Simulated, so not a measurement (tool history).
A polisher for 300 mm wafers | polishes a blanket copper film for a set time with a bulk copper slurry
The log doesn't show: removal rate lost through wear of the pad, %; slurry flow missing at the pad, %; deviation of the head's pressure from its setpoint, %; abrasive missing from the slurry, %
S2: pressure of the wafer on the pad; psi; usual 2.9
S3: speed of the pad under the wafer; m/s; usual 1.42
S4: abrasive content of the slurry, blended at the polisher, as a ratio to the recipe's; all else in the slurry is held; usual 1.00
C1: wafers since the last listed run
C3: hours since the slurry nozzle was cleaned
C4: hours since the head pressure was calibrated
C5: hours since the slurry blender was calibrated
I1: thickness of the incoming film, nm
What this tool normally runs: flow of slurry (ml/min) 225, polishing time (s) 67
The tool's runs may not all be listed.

{"run": 1, "hour": 0.0, "flow of slurry (ml/min)": 225, "S2": 2.9, "S3": 1.42, "S4": 1.0, "polishing time (s)": 67, "C1": 0, "wafers polished on this pad": 312, "C3": 370.1, "C4": 714.3, "C5": 71.5, "I1": 3545.6, "film removed (angstrom)": 8063}
{"run": 2, "hour": 12.6, "flow of slurry (ml/min)": 225, "S2": 2.9, "S3": 1.42, "S4": 1.1, "polishing time (s)": 67, "C1": 171, "wafers polished on this pad": 484, "C3": 382.7, "C4": 726.9, "C5": 84.1, "I1": 3614.7, "film removed (angstrom)": 8382}
{"run": 3, "hour": 19.3, "flow of slurry (ml/min)": 225, "S2": 2.9, "S3": 1.42, "S4": 1.1, "polishing time (s)": 67, "C1": 91, "wafers polished on this pad": 575, "C3": 389.4, "C4": 733.6, "C5": 90.8, "I1": 3553.1, "film removed (angstrom)": 8237}
{"run": 4, "hour": 36.6, "flow of slurry (ml/min)": 225, "S2": 2.9, "S3": 1.42, "S4": 1.1, "polishing time (s)": 67, "C1": 235, "wafers polished on this pad": 811, "C3": 406.7, "C4": 750.9, "C5": 108.1, "I1": 3582.3, "film removed (angstrom)": 8180}
{"run": 5, "hour": 66.5, "flow of slurry (ml/min)": 225, "S2": 2.9, "S3": 1.26, "S4": 1.0, "polishing time (s)": 67, "C1": 407, "wafers polished on this pad": 1219, "C3": 436.6, "C4": 780.8, "C5": 138.0, "I1": 3548.3, "film removed (angstrom)": 7044}
{"run": 6, "hour": 78.7, "flow of slurry (ml/min)": 225, "S2": 2.9, "S3": 1.26, "S4": 1.0, "polishing time (s)": 67, "C1": 166, "wafers polished on this pad": 1385, "C3": 448.8, "C4": 793.0, "C5": 150.2, "I1": 3572.1, "film removed (angstrom)": 6940}
{"hour": 91.7, "done": "worn pad replaced by a new one"}
{"hour": 93.9, "done": "slurry blender recalibrated"}
{"run": 7, "hour": 94.4, "flow of slurry (ml/min)": 225, "S2": 2.9, "S3": 1.62, "S4": 1.0, "polishing time (s)": 67, "C1": 132, "wafers polished on this pad": 9, "C3": 464.5, "C4": 808.7, "C5": 0.5, "I1": 3640.0, "film removed (angstrom)": 9308}
{"run": 8, "hour": 109.2, "flow of slurry (ml/min)": 225, "S2": 2.9, "S3": 1.42, "S4": 1.0, "polishing time (s)": 67, "C1": 201, "wafers polished on this pad": 211, "C3": 479.3, "C4": 823.5, "C5": 15.3, "I1": 3556.4, "film removed (angstrom)": 8134}
{"hour": 119.1, "done": "head pressure recalibrated"}
{"run": 9, "hour": 163.1, "flow of slurry (ml/min)": 225, "S2": 2.9, "S3": 1.42, "S4": 1.0, "polishing time (s)": 67, "C1": 707, "wafers polished on this pad": 919, "C3": 533.2, "C4": 44.0, "C5": 69.2, "I1": 3575.4, "film removed (angstrom)": 9005}
{"run": 10, "hour": 174.3, "flow of slurry (ml/min)": 225, "S2": 2.9, "S3": 1.42, "S4": 1.0, "polishing time (s)": 67, "C1": 152, "wafers polished on this pad": 1071, "C3": 544.4, "C4": 55.2, "C5": 80.4, "I1": 3546.0, "film removed (angstrom)": 9032}
{"run": 11, "hour": 187.5, "flow of slurry (ml/min)": 225, "S2": 2.9, "S3": 1.42, "S4": 1.0, "polishing time (s)": 67, "C1": 179, "wafers polished on this pad": 1251, "C3": 557.6, "C4": 68.4, "C5": 93.6, "I1": 3530.6, "film removed (angstrom)": 8809}
{"hour": 204.6, "done": "worn pad replaced by a new one"}
{"run": 12, "hour": 205.1, "flow of slurry (ml/min)": 225, "S2": 2.9, "S3": 1.6, "S4": 0.7, "polishing time (s)": 57, "C1": 185, "wafers polished on this pad": 6, "C3": 575.2, "C4": 86.0, "C5": 111.2, "I1": 3562.6, "film removed (angstrom)": 8077}
{"hour": 210.9, "done": "slurry nozzle cleaned"}
{"run": 13, "hour": 219.7, "flow of slurry (ml/min)": 145, "S2": 3.2, "S3": 1.66, "S4": 0.85, "polishing time (s)": 67, "C1": 185, "wafers polished on this pad": 191, "C3": 8.8, "C4": 100.6, "C5": 125.8, "I1": 3597.9, "film removed (angstrom)": 10629}
{"run": 14, "hour": 236.9, "flow of slurry (ml/min)": 225, "S2": 2.9, "S3": 1.42, "S4": 1.0, "polishing time (s)": 82, "C1": 234, "wafers polished on this pad": 426, "C3": 26.0, "C4": 117.8, "C5": 143.0, "I1": 3542.6, "film removed (angstrom)": 10800}
{"run": 15, "hour": 248.0, "flow of slurry (ml/min)": 245, "S2": 2.9, "S3": 1.16, "S4": 1.0, "polishing time (s)": 67, "C1": 151, "wafers polished on this pad": 577, "C3": 37.1, "C4": 128.9, "C5": 154.1, "I1": 3537.9, "film removed (angstrom)": 7280}
{"run": 16, "hour": 255.7, "flow of slurry (ml/min)": 225, "S2": 2.9, "S3": 1.04, "S4": 1.0, "polishing time (s)": 79, "C1": 104, "wafers polished on this pad": 682, "C3": 44.8, "C4": 136.6, "C5": 161.8, "I1": 3646.6, "film removed (angstrom)": 7538}
{"run": 17, "hour": 267.0, "flow of slurry (ml/min)": 295, "S2": 2.9, "S3": 1.42, "S4": 1.25, "polishing time (s)": 58, "C1": 154, "wafers polished on this pad": 836, "C3": 56.1, "C4": 147.9, "C5": 173.1, "I1": 3560.2, "film removed (angstrom)": 8187}
{"hour": 271.6, "done": "slurry blender recalibrated"}
{"run": 18, "hour": 284.3, "flow of slurry (ml/min)": 225, "S2": 2.3, "S3": 1.42, "S4": 1.0, "polishing time (s)": 67, "C1": 208, "wafers polished on this pad": 1045, "C3": 73.4, "C4": 165.2, "C5": 12.7, "I1": 3626.6, "film removed (angstrom)": 6823}
{"hour": 297.2, "done": "worn pad replaced by a new one"}
{"run": 19, "hour": 298.0, "flow of slurry (ml/min)": 200, "S2": 2.9, "S3": 1.76, "S4": 0.7, "polishing time (s)": 67, "C1": 132, "wafers polished on this pad": 10, "C3": 87.1, "C4": 178.9, "C5": 26.4, "I1": 3547.3, "film removed (angstrom)": 9978}
{"run": 20, "hour": 311.1, "flow of slurry (ml/min)": 185, "S2": 2.9, "S3": 1.42, "S4": 1.0, "polishing time (s)": 67, "C1": 178, "wafers polished on this pad": 189, "C3": 100.2, "C4": 192.0, "C5": 39.5, "I1": 3559.7, "film removed (angstrom)": 8634}
{"run": 21, "hour": 319.0, "flow of slurry (ml/min)": 225, "S2": 2.6, "S3": 1.42, "S4": 1.0, "polishing time (s)": 67, "C1": 107, "wafers polished on this pad": 297, "C3": 108.1, "C4": 199.9, "C5": 47.4, "I1": 3544.1, "film removed (angstrom)": 7858}
{"run": 22, "hour": 327.5, "flow of slurry (ml/min)": 255, "S2": 2.9, "S3": 1.42, "S4": 1.1, "polishing time (s)": 81, "C1": 115, "wafers polished on this pad": 413, "C3": 116.6, "C4": 208.4, "C5": 55.9, "I1": 3528.2, "film removed (angstrom)": 10893}
{"run": 23, "hour": 335.3, "flow of slurry (ml/min)": 225, "S2": 2.9, "S3": 0.94, "S4": 1.0, "polishing time (s)": 67, "C1": 106, "wafers polished on this pad": 519, "C3": 124.4, "C4": 216.2, "C5": 63.7, "I1": 3487.8, "film removed (angstrom)": 5751}
{"run": 24, "hour": 351.8, "flow of slurry (ml/min)": 225, "S2": 2.9, "S3": 1.42, "S4": 1.0, "polishing time (s)": 67, "C1": 224, "wafers polished on this pad": 744, "C3": 140.9, "C4": 232.7, "C5": 80.2, "I1": 3526.5, "film removed (angstrom)": 8589}
{"run": 25, "hour": 369.2, "flow of slurry (ml/min)": 245, "S2": 2.2, "S3": 1.42, "S4": 1.1, "polishing time (s)": 82, "C1": 237, "wafers polished on this pad": 981, "C3": 158.3, "C4": 250.1, "C5": 97.6, "I1": 3605.1, "film removed (angstrom)": 8170}
{"run": 26, "hour": 383.0, "flow of slurry (ml/min)": 225, "S2": 2.9, "S3": 1.42, "S4": 1.0, "polishing time (s)": 55, "C1": 188, "wafers polished on this pad": 1169, "C3": 172.1, "C4": 263.9, "C5": 111.4, "I1": 3606.6, "film removed (angstrom)": 6960}
{"run": 27, "hour": 395.3, "flow of slurry (ml/min)": 245, "S2": 2.9, "S3": 1.42, "S4": 1.2, "polishing time (s)": 67, "C1": 167, "wafers polished on this pad": 1337, "C3": 184.4, "C4": 276.2, "C5": 123.7, "I1": 3527.3, "film removed (angstrom)": 8778}
{"hour": 415.6, "done": "worn pad replaced by a new one"}
{"run": 28, "hour": 416.1, "flow of slurry (ml/min)": 225, "S2": 2.9, "S3": 1.42, "S4": 1.0, "polishing time (s)": 67, "C1": 229, "wafers polished on this pad": 7, "C3": 205.2, "C4": 297.0, "C5": 144.5, "I1": 3550.8, "film removed (angstrom)": 8626}
{"run": 29, "hour": 420.0, "flow of slurry (ml/min)": 225, "S2": 2.9, "S3": 1.42, "S4": 1.15, "polishing time (s)": 67, "C1": 53, "wafers polished on this pad": 60, "C3": 209.1, "C4": 300.9, "C5": 148.4, "I1": 3515.5, "film removed (angstrom)": 8824}
{"run": 30, "hour": 432.4, "flow of slurry (ml/min)": 225, "S2": 2.9, "S3": 1.42, "S4": 1.0, "polishing time (s)": 67, "C1": 169, "wafers polished on this pad": 229, "C3": 221.5, "C4": 313.3, "C5": 160.8, "I1": 3596.9, "film removed (angstrom)": 8599}

For each entry between runs, how does the tool's hidden state at the last listed run before it compare with that at the first listed run after it?
Run 6 -> run 7: worn pad replaced by a new one (hour 91.7); slurry blender recalibrated (hour 93.9)
  removal rate lost through wear of the pad, %: 3.77 -> 0.115
  measured result minus the result with no hidden state, film removed (angstrom): -1262 -> -1295
Run 8 -> run 9: head pressure recalibrated (hour 119.1)
  removal rate lost through wear of the pad, %: 0.221 -> 1.91; deviation of the head's pressure from its setpoint, %: -12.1 -> -1.28
  measured result minus the result with no hidden state, film removed (angstrom): -1145 -> -295
Run 11 -> run 12: worn pad replaced by a new one (hour 204.6)
  removal rate lost through wear of the pad, %: 3.35 -> 0.469; deviation of the head's pressure from its setpoint, %: -2.13 -> -2.69
  measured result minus the result with no hidden state, film removed (angstrom): -503 -> -263
Run 12 -> run 13: slurry nozzle cleaned (hour 210.9)
  removal rate lost through wear of the pad, %: 0.469 -> 0.549; deviation of the head's pressure from its setpoint, %: -2.69 -> -3.13
  measured result minus the result with no hidden state, film removed (angstrom): -263 -> -404
Run 17 -> run 18: slurry blender recalibrated (hour 271.6)
  removal rate lost through wear of the pad, %: 1.84 -> 2.71; deviation of the head's pressure from its setpoint, %: -4.42 -> -4.84
  measured result minus the result with no hidden state, film removed (angstrom): -539 -> -547
Run 18 -> run 19: worn pad replaced by a new one (hour 297.2)
  removal rate lost through wear of the pad, %: 2.71 -> 0.601; deviation of the head's pressure from its setpoint, %: -4.84 -> -5.16
  measured result minus the result with no hidden state, film removed (angstrom): -547 -> -606
Run 27 -> run 28: worn pad replaced by a new one (hour 415.6)
  removal rate lost through wear of the pad, %: 3.99 -> 0.00294; deviation of the head's pressure from its setpoint, %: -7.01 -> -7.34
  measured result minus the result with no hidden state, film removed (angstrom): -1054 -> -683
